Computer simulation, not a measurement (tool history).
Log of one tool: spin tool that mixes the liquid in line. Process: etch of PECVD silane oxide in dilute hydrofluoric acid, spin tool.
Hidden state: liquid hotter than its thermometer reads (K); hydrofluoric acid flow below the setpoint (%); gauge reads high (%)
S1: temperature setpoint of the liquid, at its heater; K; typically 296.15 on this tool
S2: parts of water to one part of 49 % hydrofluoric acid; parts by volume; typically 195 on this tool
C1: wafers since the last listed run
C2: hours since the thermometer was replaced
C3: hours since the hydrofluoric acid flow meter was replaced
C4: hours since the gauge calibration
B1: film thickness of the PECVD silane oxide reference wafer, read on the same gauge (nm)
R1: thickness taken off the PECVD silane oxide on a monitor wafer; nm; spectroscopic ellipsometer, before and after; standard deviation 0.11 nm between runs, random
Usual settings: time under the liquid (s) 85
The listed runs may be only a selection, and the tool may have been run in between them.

run 1 hour=0.0 | S1=296.15 S2=195 time_under_the_liquid_(s)=85 | C1=0 C2=1760.0 C3=998.1 C4=230.9 | B1=110.00 | R1=12.84
run 2 hour=83.3 | S1=296.15 S2=195 time_under_the_liquid_(s)=85 | C1=1030 C2=1843.3 C3=1081.4 C4=314.2 | B1=109.99 | R1=12.61
run 3 hour=137.4 | S1=296.15 S2=195 time_under_the_liquid_(s)=85 | C1=669 C2=1897.4 C3=1135.5 C4=368.3 | B1=109.98 | R1=12.79
run 4 hour=314.8 | S1=293.65 S2=195 time_under_the_liquid_(s)=85 | C1=2195 C2=2074.8 C3=1312.9 C4=545.7 | B1=110.01 | R1=11.76
run 5 hour=399.5 | S1=296.15 S2=195 time_under_the_liquid_(s)=85 | C1=1048 C2=2159.5 C3=1397.6 C4=630.4 | B1=110.00 | R1=13.00
run 6 hour=506.4 | S1=296.15 S2=195 time_under_the_liquid_(s)=85 | C1=1322 C2=2266.4 C3=1504.5 C4=737.3 | B1=110.02 | R1=12.99
run 7 hour=607.9 | S1=296.15 S2=195 time_under_the_liquid_(s)=85 | C1=1255 C2=2367.9 C3=1606.0 C4=838.8 | B1=110.01 | R1=13.06
run 8 hour=711.6 | S1=294.65 S2=110 time_under_the_liquid_(s)=45 | C1=1283 C2=2471.6 C3=1709.7 C4=942.5 | B1=109.98 | R1=12.69
-- hour=786.1 thermometer replaced
-- hour=805.4 hydrofluoric acid flow meter replaced
run 9 hour=812.9 | S1=296.15 S2=195 time_under_the_liquid_(s)=85 | C1=1228 C2=26.8 C3=7.5 C4=1043.8 | B1=109.98 | R1=12.08
run 10 hour=881.9 | S1=292.65 S2=100 time_under_the_liquid_(s)=85 | C1=853 C2=95.8 C3=76.5 C4=1112.8 | B1=110.01 | R1=22.75
-- hour=973.4 gauge calibrated
run 11 hour=977.6 | S1=300.65 S2=195 time_under_the_liquid_(s)=110 | C1=1184 C2=191.5 C3=172.2 C4=4.2 | B1=110.02 | R1=18.55
run 12 hour=1053.4 | S1=296.15 S2=195 time_under_the_liquid_(s)=85 | C1=937 C2=267.3 C3=248.0 C4=80.0 | B1=110.02 | R1=12.28
run 13 hour=1109.0 | S1=296.15 S2=105 time_under_the_liquid_(s)=70 | C1=688 C2=322.9 C3=303.6 C4=135.6 | B1=109.99 | R1=20.62
run 14 hour=1170.3 | S1=293.15 S2=115 time_under_the_liquid_(s)=55 | C1=758 C2=384.2 C3=364.9 C4=196.9 | B1=110.00 | R1=12.88
run 15 hour=1228.0 | S1=293.15 S2=115 time_under_the_liquid_(s)=115 | C1=713 C2=441.9 C3=422.6 C4=254.6 | B1=110.02 | R1=27.21

Below are 3 alternative next runs, each starting from the tool's condition after run 15. Predict each:
run A hour=1228.4 | S1=298.65 S2=195 time_under_the_liquid_(s)=85 | C1=4 C2=442.3 C3=423.0 C4=255.0 | B1=? | R1=?
run B hour=1228.4 | S1=301.15 S2=220 time_under_the_liquid_(s)=110 | C1=4 C2=442.3 C3=423.0 C4=255.0 | B1=? | R1=?
run C hour=1228.4 | S1=299.65 S2=195 time_under_the_liquid_(s)=105 | C1=4 C2=442.3 C3=423.0 C4=255.0 | B1=? | R1=?

run=A B1=109.99 R1=13.41
run=B B1=109.99 R1=16.32
run=C B1=109.99 R1=17.17
With the hidden condition removed and each run's random variation left untouched, the same runs would have given:
run=A R1=13.03
run=B R1=15.89
run=C R1=16.70

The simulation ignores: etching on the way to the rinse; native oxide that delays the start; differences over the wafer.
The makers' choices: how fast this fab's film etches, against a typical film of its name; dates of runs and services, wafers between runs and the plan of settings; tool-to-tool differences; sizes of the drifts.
